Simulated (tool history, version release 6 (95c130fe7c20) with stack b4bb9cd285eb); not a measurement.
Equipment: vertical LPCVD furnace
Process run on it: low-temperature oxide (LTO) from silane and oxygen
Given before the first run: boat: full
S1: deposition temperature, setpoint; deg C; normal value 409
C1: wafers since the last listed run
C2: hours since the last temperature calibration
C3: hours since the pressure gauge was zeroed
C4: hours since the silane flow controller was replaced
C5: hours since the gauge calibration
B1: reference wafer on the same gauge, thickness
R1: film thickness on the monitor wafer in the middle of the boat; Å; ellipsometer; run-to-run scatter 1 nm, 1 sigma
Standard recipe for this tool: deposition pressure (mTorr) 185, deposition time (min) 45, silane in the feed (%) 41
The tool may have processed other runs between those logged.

Run 1, day 0: usual settings; C1 0; C2 2715.7; C3 3114; C4 5639; C5 138.7; B1 315.98. Result: R1 3873.1 Å.
Run 2, day 1.667: usual settings; C1 588; C2 2755.7; C3 3154; C4 5679; C5 178.7; B1 315.59. Result: R1 3886.3 Å.
Run 3, day 4.375: usual settings; C1 955; C2 2820.7; C3 3219; C4 5744; C5 243.7; B1 316.16. Result: R1 3886 Å.
Run 4, day 7.05: usual settings but silane in the feed (%) 39; C1 943; C2 2884.9; C3 3283.2; C4 5808.2; C5 307.9; B1 315.74. Result: R1 3660.6 Å.
Run 5, day 9.383: usual settings but silane in the feed (%) 39; C1 823; C2 2940.9; C3 3339.2; C4 5864.2; C5 363.9; B1 316.03. Result: R1 3679 Å.
Run 6, day 11.146: usual settings but silane in the feed (%) 39; C1 621; C2 2983.2; C3 3381.5; C4 5906.5; C5 406.2; B1 316.04. Result: R1 3660.9 Å.
Run 7, day 13.871: usual settings; C1 961; C2 3048.6; C3 3446.9; C4 5971.9; C5 471.6; B1 316. Result: R1 3893.2 Å.
Run 8, day 15.046: usual settings; C1 414; C2 3076.8; C3 3475.1; C4 6000.1; C5 499.8; B1 315.73. Result: R1 3912.8 Å.
Run 9, day 17.258: usual settings but deposition time (min) 51; C1 780; C2 3129.9; C3 3528.2; C4 6053.2; C5 552.9; B1 316.17. Result: R1 4418.3 Å.
Run 10, day 18.967: usual settings; C1 602; C2 3170.9; C3 3569.2; C4 6094.2; C5 593.9; B1 315.98. Result: R1 3901.4 Å.
Run 11, day 21.758: usual settings; C1 984; C2 3237.9; C3 3636.2; C4 6161.2; C5 660.9; B1 316.23. Result: R1 3899 Å.
Run 12, day 23.183: usual settings but S1 406 deg C; C1 502; C2 3272.1; C3 3670.4; C4 6195.4; C5 695.1; B1 315.74. Result: R1 3798.2 Å.
Run 13, day 24.588: usual settings but S1 406 deg C; C1 495; C2 3305.8; C3 3704.1; C4 6229.1; C5 728.8; B1 316.36. Result: R1 3801.1 Å.
Run 14, day 27.296: usual settings but deposition time (min) 55.5, silane in the feed (%) 34; C1 955; C2 3370.8; C3 3769.1; C4 6294.1; C5 793.8; B1 315.94. Result: R1 3837.5 Å.
At day 28.392: thermocouples replaced and temperature profile calibrated.
At day 29.517: silane flow controller replaced.
Run 15, day 29.538: usual settings but deposition pressure (mTorr) 150, deposition time (min) 39.5; C1 85; C2 27.5; C3 3822.9; C4 0.5; C5 847.6; B1 315.92. Result: R1 2823.5 Å.
Run 16, day 30.6: usual settings but S1 398 deg C, silane in the feed (%) 49; C1 374; C2 53; C3 3848.4; C4 26; C5 873.1; B1 316.26. Result: R1 4207.3 Å.
At day 30.708: gauge calibrated.
Run 17, day 31.638: usual settings but S1 402 deg C, deposition time (min) 32.5; C1 366; C2 77.9; C3 3873.3; C4 50.9; C5 22.3; B1 315.77. Result: R1 2641.6 Å.
Run 18, day 33.529: usual settings but deposition time (min) 33; C1 667; C2 123.3; C3 3918.7; C4 96.3; C5 67.7; B1 315.8. Result: R1 2878.1 Å.
Run 19, day 35.521: usual settings but silane in the feed (%) 36; C1 702; C2 171.1; C3 3966.5; C4 144.1; C5 115.5; B1 315.98. Result: R1 3351.3 Å.
Run 20, day 37.596: usual settings; C1 732; C2 220.9; C3 4016.3; C4 193.9; C5 165.3; B1 315.9. Result: R1 3931 Å.
At day 39.004: pressure gauge zeroed.
Run 21, day 39.483: usual settings but S1 419 deg C, deposition pressure (mTorr) 225, deposition time (min) 52, silane in the feed (%) 34; C1 313; C2 266.2; C3 11.5; C4 239.2; C5 210.6; B1 316.08. Result: R1 4728.5 Å.
Run 22, day 40.875: usual settings but S1 406 deg C; C1 490; C2 299.6; C3 44.9; C4 272.6; C5 244; B1 315.97. Result: R1 3676.2 Å.
Run 23, day 42.996: usual settings but deposition time (min) 29; C1 748; C2 350.5; C3 95.8; C4 323.5; C5 294.9; B1 315.83. Result: R1 2432.1 Å.
Run 24, day 44.917: usual settings but deposition pressure (mTorr) 170; C1 677; C2 396.6; C3 141.9; C4 369.6; C5 341; B1 315.78. Result: R1 3485.1 Å.
Run 25, day 46.7: usual settings but deposition time (min) 40; C1 629; C2 439.4; C3 184.7; C4 412.4; C5 383.8; B1 316.03. Result: R1 3381.1 Å.
Run 26, day 48.004: usual settings but deposition pressure (mTorr) 205, deposition time (min) 58.5, silane in the feed (%) 39; C1 460; C2 470.7; C3 216; C4 443.7; C5 415.1; B1 316.15. Result: R1 5163.2 Å.
Run 27, day 50.958: usual settings; C1 1042; C2 541.6; C3 286.9; C4 514.6; C5 486; B1 316. Result: R1 3791.7 Å.

Below are 4 alternative next runs, each starting from the tool's condition after run 27. Predict each:
Run A, day 51.138: usual settings; C1 63; C2 545.9; C3 291.2; C4 518.9; C5 490.3; B1 ?. Result: R1 ?.
Run B, day 51.138: usual settings but S1 412 deg C, deposition time (min) 30, silane in the feed (%) 47; C1 63; C2 545.9; C3 291.2; C4 518.9; C5 490.3; B1 ?. Result: R1 ?.
Run C, day 51.138: usual settings but S1 417 deg C, deposition pressure (mTorr) 200, deposition time (min) 36.5, silane in the feed (%) 33; C1 63; C2 545.9; C3 291.2; C4 518.9; C5 490.3; B1 ?. Result: R1 ?.
Run D, day 51.138: usual settings but S1 419 deg C, deposition pressure (mTorr) 150, deposition time (min) 28, silane in the feed (%) 35; C1 63; C2 545.9; C3 291.2; C4 518.9; C5 490.3; B1 ?. Result: R1 ?.

run      B1      R1
  A  316.05  3786.9
  B  316.05  2992.9
  C  316.05    2762
  D  316.05    1759
Stripped of hidden state, with their random variation kept, the same runs would have yielded:
run      R1
  A  3750.6
  B  2964.2
  C  2737.4
  D  1738.2
